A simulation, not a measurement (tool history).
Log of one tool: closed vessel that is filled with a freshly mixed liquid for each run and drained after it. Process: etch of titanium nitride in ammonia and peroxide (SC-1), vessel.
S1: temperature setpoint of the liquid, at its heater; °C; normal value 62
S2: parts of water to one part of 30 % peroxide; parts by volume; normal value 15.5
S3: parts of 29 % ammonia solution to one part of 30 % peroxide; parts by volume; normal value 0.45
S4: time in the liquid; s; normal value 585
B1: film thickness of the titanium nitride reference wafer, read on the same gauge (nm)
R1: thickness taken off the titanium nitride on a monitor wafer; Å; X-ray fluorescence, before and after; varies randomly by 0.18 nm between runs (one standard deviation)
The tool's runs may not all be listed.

run,hour,S1,S2,S3,S4,B1,R1
1,0,58,15.5,0.45,585,69.96,419.7
2,64,62,15.5,0.45,585,70.01,544.6
3,132.1,62,15.5,0.45,585,70.04,543.9
# hour 143.1: new drum of ammonia solution connected
# hour 217.4: thermometer replaced
4,272.4,62,15.5,0.45,585,69.97,559.6
5,333.2,62,15.5,0.45,585,70.02,555.4
# hour 359.8: ammonia flow meter replaced
6,399.4,62,15.5,0.45,585,69.95,547.2
7,438.7,62,15.5,0.5,585,70,552.4
8,499.3,69.5,15.5,0.45,585,70.01,873.8
9,566,62,23,0.45,585,69.97,437.3
10,595.1,65.5,15.5,0.5,585,69.97,692.2
11,639.2,62,15.5,0.45,585,70.02,542.8
12,675.7,62,15.5,0.55,335,70,322.3
# hour 728.1: gauge calibrated
13,743.8,62,15.5,0.45,585,70,541.2
14,801.8,62,12.5,0.5,585,70.02,620.1
# hour 835.7: thermometer replaced
15,853.6,62,15.5,0.35,680,70.01,598.1
16,918.6,58,11,0.45,585,70,501.6
17,976.7,66.5,19,0.45,245,69.98,269
18,1010.6,58.5,19,0.5,355,70.01,237.1
# hour 1015.4: new drum of ammonia solution connected
19,1056.6,69,13,0.45,585,69.98,946.1
20,1122.4,55,15.5,0.45,800,70.01,474.2
21,1153.9,54,15.5,0.6,860,70,502.6
22,1188.4,62,15.5,0.45,585,70.03,549.8
23,1232.7,62,15.5,0.45,585,70.02,548.9
24,1272.4,57,21,0.45,445,70,254
25,1309.5,62,15.5,0.45,460,70.03,435
26,1373.9,54,15.5,0.45,380,70.04,208.9

Table of differences, measured result less the result of that run with no hidden state. Run-to-run variation is the same in both. Gauge scatter possibly is not:
Hidden state present: liquid colder than its thermometer reads (K); ammonia flow above the setpoint (%); ammonia solution weaker than its label (%); gauge reads high (%).
run,R1
1,-4.1
2,-6
3,-6.7
4,+6.3
5,+5.7
6,-3.9
7,-4.2
8,-7.6
9,-4.4
10,-7.1
11,-6
12,-3.7
13,-7
14,-8.4
15,-9.1
16,-7.8
17,-4.7
18,-4.2
19,+4.2
20,+1.7
21,+1.5
22,+1.3
23,+0.9
24,+0.3
25,+0.2
26,-0.1
